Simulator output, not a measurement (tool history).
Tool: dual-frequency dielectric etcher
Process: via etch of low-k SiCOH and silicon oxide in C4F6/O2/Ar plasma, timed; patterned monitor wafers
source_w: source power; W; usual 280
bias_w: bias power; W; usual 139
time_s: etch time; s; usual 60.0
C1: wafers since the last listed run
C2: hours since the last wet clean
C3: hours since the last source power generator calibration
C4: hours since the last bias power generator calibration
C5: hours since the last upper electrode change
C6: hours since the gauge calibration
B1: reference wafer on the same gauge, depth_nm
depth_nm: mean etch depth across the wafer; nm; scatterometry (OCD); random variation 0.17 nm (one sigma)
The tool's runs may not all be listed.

Run 1, hour 0.0: usual settings; C1 0; C2 156.8; C3 2650.8; C4 1207.4; C5 2797.2; C6 168.0; B1 123.0. Result: depth_nm 111.7 nm.
Run 2, hour 35.1: usual settings but bias_w 117 W; C1 519; C2 191.9; C3 2685.9; C4 1242.5; C5 2832.3; C6 203.1; B1 123.1. Result: depth_nm 104.4 nm.
Run 3, hour 59.7: usual settings but bias_w 117 W; C1 363; C2 216.5; C3 2710.5; C4 1267.1; C5 2856.9; C6 227.7; B1 123.0. Result: depth_nm 104.3 nm.
Run 4, hour 74.0: usual settings but bias_w 117 W; C1 211; C2 230.8; C3 2724.8; C4 1281.4; C5 2871.2; C6 242.0; B1 123.0. Result: depth_nm 104.4 nm.
Run 5, hour 103.7: usual settings but bias_w 147 W, time_s 69.0 s; C1 439; C2 260.5; C3 2754.5; C4 1311.1; C5 2900.9; C6 271.7; B1 123.0. Result: depth_nm 130.1 nm.
Run 6, hour 138.1: usual settings; C1 508; C2 294.9; C3 2788.9; C4 1345.5; C5 2935.3; C6 306.1; B1 123.1. Result: depth_nm 110.7 nm.
Run 7, hour 166.1: usual settings; C1 414; C2 322.9; C3 2816.9; C4 1373.5; C5 2963.3; C6 334.1; B1 123.1. Result: depth_nm 111.1 nm.
Run 8, hour 180.1: usual settings; C1 207; C2 336.9; C3 2830.9; C4 1387.5; C5 2977.3; C6 348.1; B1 123.0. Result: depth_nm 111.0 nm.
Run 9, hour 202.3: usual settings; C1 328; C2 359.1; C3 2853.1; C4 1409.7; C5 2999.5; C6 370.3; B1 123.0. Result: depth_nm 110.9 nm.
At hour 238.5: upper electrode replaced.
Run 10, hour 239.0: usual settings; C1 187; C2 395.8; C3 2889.8; C4 1446.4; C5 0.5; C6 407.0; B1 123.0. Result: depth_nm 110.7 nm.
Run 11, hour 255.7: usual settings; C1 246; C2 412.5; C3 2906.5; C4 1463.1; C5 17.2; C6 423.7; B1 123.0. Result: depth_nm 110.6 nm.
Run 12, hour 288.4: usual settings but source_w 340 W, bias_w 109 W, time_s 51.0 s; C1 483; C2 445.2; C3 2939.2; C4 1495.8; C5 49.9; C6 456.4; B1 123.0. Result: depth_nm 89.4 nm.
At hour 315.3: bias power generator calibrated.
At hour 342.6: wet clean of the chamber.
Run 13, hour 343.1: usual settings but bias_w 150 W, time_s 71.0 s; C1 394; C2 0.5; C3 2993.9; C4 27.8; C5 104.6; C6 511.1; B1 123.0. Result: depth_nm 133.6 nm.
Run 14, hour 350.7: usual settings but source_w 310 W, bias_w 167 W, time_s 48.5 s; C1 112; C2 8.1; C3 3001.5; C4 35.4; C5 112.2; C6 518.7; B1 123.0. Result: depth_nm 96.9 nm.
At hour 378.2: source power generator calibrated.
Run 15, hour 378.7: usual settings but bias_w 117 W; C1 354; C2 36.1; C3 0.5; C4 63.4; C5 140.2; C6 546.7; B1 123.0. Result: depth_nm 103.1 nm.
Run 16, hour 398.9: usual settings but bias_w 107 W; C1 298; C2 56.3; C3 20.7; C4 83.6; C5 160.4; C6 566.9; B1 123.0. Result: depth_nm 99.9 nm.
At hour 416.2: gauge calibrated.
Run 17, hour 464.3: usual settings but time_s 54.0 s; C1 967; C2 121.7; C3 86.1; C4 149.0; C5 225.8; C6 48.1; B1 123.1. Result: depth_nm 98.6 nm.
Run 18, hour 481.3: usual settings but time_s 42.5 s; C1 251; C2 138.7; C3 103.1; C4 166.0; C5 242.8; C6 65.1; B1 123.0. Result: depth_nm 77.8 nm.
Run 19, hour 516.4: usual settings but source_w 210 W, time_s 48.5 s; C1 519; C2 173.8; C3 138.2; C4 201.1; C5 277.9; C6 100.2; B1 123.0. Result: depth_nm 84.2 nm.
Run 20, hour 540.2: usual settings; C1 351; C2 197.6; C3 162.0; C4 224.9; C5 301.7; C6 124.0; B1 123.0. Result: depth_nm 109.7 nm.
Run 21, hour 567.2: usual settings; C1 399; C2 224.6; C3 189.0; C4 251.9; C5 328.7; C6 151.0; B1 123.0. Result: depth_nm 109.7 nm.
Run 22, hour 580.6: usual settings but source_w 230 W, bias_w 156 W, time_s 66.0 s; C1 198; C2 238.0; C3 202.4; C4 265.3; C5 342.1; C6 164.4; B1 123.0. Result: depth_nm 121.5 nm.
Run 23, hour 606.6: usual settings but source_w 240 W, bias_w 168 W, time_s 76.0 s; C1 384; C2 264.0; C3 228.4; C4 291.3; C5 368.1; C6 190.4; B1 123.0. Result: depth_nm 145.1 nm.

The tool's hidden state at each run:
source power that arrives over what is set, %: 0 in every run
gauge reads high (%): 0 in every run
H1: etch rate over this chamber's usual, %
H2: bias power that arrives over what is set, %
run      H1       H2
  1  -0.695     4.91
  2  -0.792     4.94
  3   -0.86     4.96
  4    -0.9     4.97
  5  -0.982        5
  6   -1.08     5.02
  7   -1.15     5.04
  8   -1.19     5.05
  9   -1.25     5.07
 10   -1.36     5.09
 11    -1.4      5.1
 12   -1.49     5.12
 13  -0.344   -0.379
 14  -0.365   -0.305
 15  -0.442  -0.0422
 16  -0.498    0.139
 17  -0.678    0.678
 18  -0.725    0.807
 19  -0.822     1.06
 20  -0.888     1.22
 21  -0.962      1.4
 22  -0.999     1.48
 23   -1.07     1.64
